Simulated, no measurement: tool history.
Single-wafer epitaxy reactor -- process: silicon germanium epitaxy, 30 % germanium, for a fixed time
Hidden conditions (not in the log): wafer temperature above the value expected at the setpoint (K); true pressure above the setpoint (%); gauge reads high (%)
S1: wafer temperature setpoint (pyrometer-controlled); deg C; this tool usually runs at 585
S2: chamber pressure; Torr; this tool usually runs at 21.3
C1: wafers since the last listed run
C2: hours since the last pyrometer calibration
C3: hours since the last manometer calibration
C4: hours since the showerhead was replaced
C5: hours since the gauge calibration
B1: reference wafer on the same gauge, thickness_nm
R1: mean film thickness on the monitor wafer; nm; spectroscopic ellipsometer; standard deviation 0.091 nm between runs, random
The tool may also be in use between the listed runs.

run,day,S1,S2,C1,C2,C3,C4,C5,B1,R1
1,0,585,21.3,0,865.7,2040.2,3633.3,105.7,41.429,44.927
2,0.288,597,21.3,149,872.6,2047.1,3640.2,112.6,41.428,54.768
3,0.929,597,21.3,332,888,2062.5,3655.6,128,41.433,54.906
4,1.412,597,21.3,250,899.6,2074.1,3667.2,139.6,41.414,54.922
5,2.038,579,25.5,324,914.6,2089.1,3682.2,154.6,41.428,44.836
6,2.742,579,25.5,365,931.5,2106,3699.1,171.5,41.423,45.052
7,3.221,579,25.5,248,943,2117.5,3710.6,183,41.404,44.954
8,3.562,585,21.3,177,951.2,2125.7,3718.8,191.2,41.417,45.195
9,3.825,585,21.3,136,957.5,2132,3725.1,197.5,41.441,45.124
10,4.158,585,21.3,172,965.5,2140,3733.1,205.5,41.42,45.063
11,4.642,585,21.3,250,977.1,2151.6,3744.7,217.1,41.392,45.108
12,6.479,585,21.3,952,1021.2,2195.7,3788.8,261.2,41.343,45.063
13,7.05,585,21.3,296,1034.9,2209.4,3802.5,274.9,41.409,45.111
# day 7.85: capacitance manometer re-zeroed and calibrated
# day 7.946: showerhead replaced
14,7.967,585,18.5,254,1056.9,2.8,0.5,296.9,41.381,41.363
15,8.783,585,21.3,423,1076.5,22.4,20.1,316.5,41.392,44.861
# day 8.896: gauge calibrated
16,9.238,585,21.3,235,1087.4,33.3,31,8.2,41.407,45.165
17,9.904,585,21.3,345,1103.4,49.3,47,24.2,41.4,45.177
18,10.275,576,23.5,192,1112.3,58.2,55.9,33.1,41.366,40.789
19,10.95,585,21.3,350,1128.5,74.4,72.1,49.3,41.431,45.053
# day 11.675: pyrometer calibrated
20,11.696,571,24.3,213,0.5,92.3,90,67.2,41.441,38.215
21,11.946,585,19.9,129,6.5,98.3,96,73.2,41.381,43.393
22,12.362,570,25.8,216,16.5,108.3,106,83.2,41.355,38.671
23,13.05,595,22.8,356,33,124.8,122.5,99.7,41.403,55.26
24,13.783,585,21.3,380,50.6,142.4,140.1,117.3,41.418,45.147
25,14.346,576,25.2,291,64.1,155.9,153.6,130.8,41.432,42.513
26,15.008,585,21.3,343,80,171.8,169.5,146.7,41.397,45.113
27,15.279,585,23.2,140,86.5,178.3,176,153.2,41.358,47.303
28,15.733,585,18,235,97.4,189.2,186.9,164.1,41.455,40.653
29,16.246,576,25.9,265,109.7,201.5,199.2,176.4,41.429,43.1
30,16.554,590,24.1,159,117.1,208.9,206.6,183.8,41.378,52.349
31,17.4,599,19.5,438,137.4,229.2,226.9,204.1,41.412,53.885
32,17.975,579,26.2,298,151.2,243,240.7,217.9,41.431,45.549
33,18.346,585,21.3,192,160.1,251.9,249.6,226.8,41.427,45.09
34,18.821,585,19.1,246,171.5,263.3,261,238.2,41.39,42.327

3 ways to go on from here, each from the tool as it stands after run 34. What would each give?
A,18.838,585,21.3,8,171.9,263.7,261.4,238.6,?,?
B,18.838,585,23.5,8,171.9,263.7,261.4,238.6,?,?
C,18.838,578,24.7,8,171.9,263.7,261.4,238.6,?,?

run,B1,R1
A,41.38,45.027
B,41.38,47.563
C,41.38,43.455
Had the tool no hidden state, the same runs would have come out as:
run,R1
A,45.027
B,47.563
C,43.455
